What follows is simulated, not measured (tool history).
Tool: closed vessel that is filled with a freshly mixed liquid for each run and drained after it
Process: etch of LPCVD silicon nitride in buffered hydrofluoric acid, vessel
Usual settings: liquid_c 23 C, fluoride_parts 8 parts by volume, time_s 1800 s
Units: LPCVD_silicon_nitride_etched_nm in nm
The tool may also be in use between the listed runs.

run	day	liquid_c	fluoride_parts	time_s	read-back film thickness of the LPCVD silicon nitride reference wafer, read on the same gauge (nm)	LPCVD_silicon_nitride_etched_nm
1	0	23	7	1800	139.98	38.42
2	0.588	23	7	1800	139.99	38.99
3	1.612	23	9	1800	140.01	29.53
4	2.704	23	9	1800	140.01	29.32
5	5.3	23	8	1800	140.03	33.74
6	6.362	23	8	1800	140.05	33.69
7	7.154	23	8	1800	139.98	33.75
8	8.612	23	8	1800	139.95	33.83
# day 9.833: hydrofluoric acid flow meter replaced
9	11.788	23	8	1800	140	33.79
10	12.871	23	8	1800	140.01	34.29
11	14.246	23	8	1800	139.99	34.3
# day 14.35: thermometer replaced
12	15.688	23	8	2360	139.99	47.51
13	16.542	21.5	8	1800	140	33.7
14	17.654	25.5	8	1800	140.01	42.41
15	18.296	23	5	1800	140.01	56.44
16	19.208	21.5	8	1235	139.97	23.58
17	19.838	19	5	1800	140.02	46.09
# day 20.483: thermometer replaced, repeated, since the last time left the tool worse
18	20.746	23	8	1800	139.97	32.07
# day 21.329: gauge calibrated
19	21.354	25	8	1800	140.01	36.21
20	21.862	23	5	1800	140.02	49.55
21	23.146	25	5.5	925	139.99	26.13

Run 22 comes next. What will it give?
22	24.304	23	5.5	1800	?	?

read-back film thickness of the LPCVD silicon nitride reference wafer, read on the same gauge (nm): 140
LPCVD_silicon_nitride_etched_nm: 46.02 nm
Without the tool's hidden state the same run would have given LPCVD_silicon_nitride_etched_nm 45.17 nm.
